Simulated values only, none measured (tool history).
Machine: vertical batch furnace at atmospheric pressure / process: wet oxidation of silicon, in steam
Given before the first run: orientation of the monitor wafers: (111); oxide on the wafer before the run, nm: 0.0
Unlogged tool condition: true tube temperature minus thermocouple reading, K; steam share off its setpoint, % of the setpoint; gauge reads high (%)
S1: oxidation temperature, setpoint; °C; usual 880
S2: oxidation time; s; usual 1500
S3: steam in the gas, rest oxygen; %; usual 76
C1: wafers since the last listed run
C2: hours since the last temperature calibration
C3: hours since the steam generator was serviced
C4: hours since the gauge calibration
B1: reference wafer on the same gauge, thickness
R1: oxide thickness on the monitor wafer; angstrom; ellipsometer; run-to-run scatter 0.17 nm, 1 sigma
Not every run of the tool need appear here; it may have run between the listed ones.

| run | hour | S1 | S2 | S3 | C1 | C2 | C3 | C4 | B1 | R1 |
|---|---|---|---|---|---|---|---|---|---|---|
| 1 | 0.0 | 880 | 1500 | 76 | 0 | 1530.0 | 2811.9 | 234.9 | 70.71 | 641.9 |
| 2 | 13.4 | 880 | 1230 | 84 | 119 | 1543.4 | 2825.3 | 248.3 | 70.69 | 584.0 |
| 3 | 33.0 | 880 | 1230 | 84 | 174 | 1563.0 | 2844.9 | 267.9 | 70.68 | 583.3 |
| 4 | 44.9 | 880 | 990 | 76 | 106 | 1574.9 | 2856.8 | 279.8 | 70.66 | 433.1 |
| 5 | 62.2 | 880 | 990 | 76 | 154 | 1592.2 | 2874.1 | 297.1 | 70.74 | 431.6 |
| 6 | 73.1 | 880 | 990 | 76 | 97 | 1603.1 | 2885.0 | 308.0 | 70.72 | 435.1 |
| 7 | 83.9 | 880 | 1500 | 76 | 96 | 1613.9 | 2895.8 | 318.8 | 70.67 | 640.9 |
| 8 | 106.4 | 880 | 1500 | 76 | 200 | 1636.4 | 2918.3 | 341.3 | 70.73 | 639.5 |
| 9 | 115.5 | 880 | 1500 | 76 | 81 | 1645.5 | 2927.4 | 350.4 | 70.74 | 642.0 |
| 10 | 127.3 | 880 | 1500 | 76 | 105 | 1657.3 | 2939.2 | 362.2 | 70.69 | 641.5 |
| 11 | 141.1 | 880 | 1500 | 76 | 123 | 1671.1 | 2953.0 | 376.0 | 70.68 | 640.0 |
| 12 | 155.8 | 880 | 1500 | 76 | 131 | 1685.8 | 2967.7 | 390.7 | 70.68 | 644.2 |
| 13 | 163.5 | 880 | 1500 | 76 | 68 | 1693.5 | 2975.4 | 398.4 | 70.70 | 641.7 |
| 14 | 182.4 | 880 | 1500 | 76 | 168 | 1712.4 | 2994.3 | 417.3 | 70.74 | 640.7 |
| 15 | 200.0 | 880 | 1500 | 76 | 156 | 1730.0 | 3011.9 | 434.9 | 70.67 | 637.7 |
| 16 | 213.0 | 864 | 1080 | 76 | 115 | 1743.0 | 3024.9 | 447.9 | 70.63 | 359.6 |
|  | 216.1 | gauge calibrated |
| 17 | 224.9 | 864 | 1080 | 76 | 106 | 1754.9 | 3036.8 | 8.8 | 70.72 | 360.0 |
|  | 256.8 | thermocouples replaced and temperature profile calibrated |
| 18 | 257.3 | 864 | 1080 | 76 | 74 | 0.5 | 3069.2 | 41.2 | 70.79 | 333.4 |
| 19 | 262.0 | 880 | 1500 | 76 | 41 | 5.2 | 3073.9 | 45.9 | 70.72 | 594.4 |
| 20 | 266.7 | 880 | 1770 | 76 | 41 | 9.9 | 3078.6 | 50.6 | 70.76 | 697.7 |
|  | 302.3 | steam generator serviced |
| 21 | 302.8 | 892 | 2190 | 81 | 107 | 46.0 | 0.5 | 86.7 | 70.72 | 1161.4 |
| 22 | 307.5 | 880 | 1830 | 76 | 41 | 50.7 | 5.2 | 91.4 | 70.70 | 783.6 |
| 23 | 315.1 | 871 | 1500 | 76 | 67 | 58.3 | 12.8 | 99.0 | 70.70 | 560.3 |
| 24 | 333.4 | 880 | 1500 | 76 | 163 | 76.6 | 31.1 | 117.3 | 70.80 | 650.4 |
| 25 | 352.0 | 868 | 1050 | 82 | 165 | 95.2 | 49.7 | 135.9 | 70.75 | 409.0 |
| 26 | 364.0 | 880 | 1500 | 64 | 107 | 107.2 | 61.7 | 147.9 | 70.79 | 552.9 |
| 27 | 371.3 | 880 | 1500 | 76 | 65 | 114.5 | 69.0 | 155.2 | 70.77 | 652.9 |
| 28 | 383.0 | 891 | 1170 | 80 | 104 | 126.2 | 80.7 | 166.9 | 70.72 | 642.5 |
| 29 | 390.9 | 880 | 1500 | 76 | 70 | 134.1 | 88.6 | 174.8 | 70.74 | 651.1 |
| 30 | 404.2 | 880 | 870 | 76 | 118 | 147.4 | 101.9 | 188.1 | 70.65 | 388.4 |
| 31 | 421.9 | 899 | 1500 | 79 | 157 | 165.1 | 119.6 | 205.8 | 70.77 | 899.3 |
| 32 | 428.7 | 880 | 1500 | 76 | 60 | 171.9 | 126.4 | 212.6 | 70.75 | 655.1 |
| 33 | 441.5 | 880 | 1500 | 76 | 114 | 184.7 | 139.2 | 225.4 | 70.74 | 654.0 |
| 34 | 449.7 | 897 | 1260 | 83 | 73 | 192.9 | 147.4 | 233.6 | 70.61 | 778.0 |
| 35 | 468.9 | 880 | 1500 | 76 | 171 | 212.1 | 166.6 | 252.8 | 70.67 | 651.7 |
| 36 | 484.8 | 880 | 1500 | 76 | 141 | 228.0 | 182.5 | 268.7 | 70.75 | 650.8 |
| 37 | 497.9 | 860 | 1290 | 71 | 116 | 241.1 | 195.6 | 281.8 | 70.65 | 378.5 |
| 38 | 509.1 | 900 | 1860 | 83 | 99 | 252.3 | 206.8 | 293.0 | 70.75 | 1155.0 |

Consider 4 possible next runs. They are alternatives, not a sequence: every one starts from the tool as it was left by run 38. What does each give?
| A | 513.9 | 880 | 1500 | 76 | 42 | 257.1 | 211.6 | 297.8 | ? | ? |
| B | 513.9 | 867 | 1200 | 70 | 42 | 257.1 | 211.6 | 297.8 | ? | ? |
| C | 513.9 | 880 | 960 | 76 | 42 | 257.1 | 211.6 | 297.8 | ? | ? |
| D | 513.9 | 880 | 930 | 76 | 42 | 257.1 | 211.6 | 297.8 | ? | ? |

| run | B1 | R1 |
|---|---|---|
| A | 70.68 | 652.7 |
| B | 70.68 | 393.7 |
| C | 70.68 | 428.2 |
| D | 70.68 | 415.4 |
What these runs would have given with no unlogged condition in the tool:
| run | R1 |
|---|---|
| A | 645.4 |
| B | 388.8 |
| C | 423.1 |
| D | 410.5 |
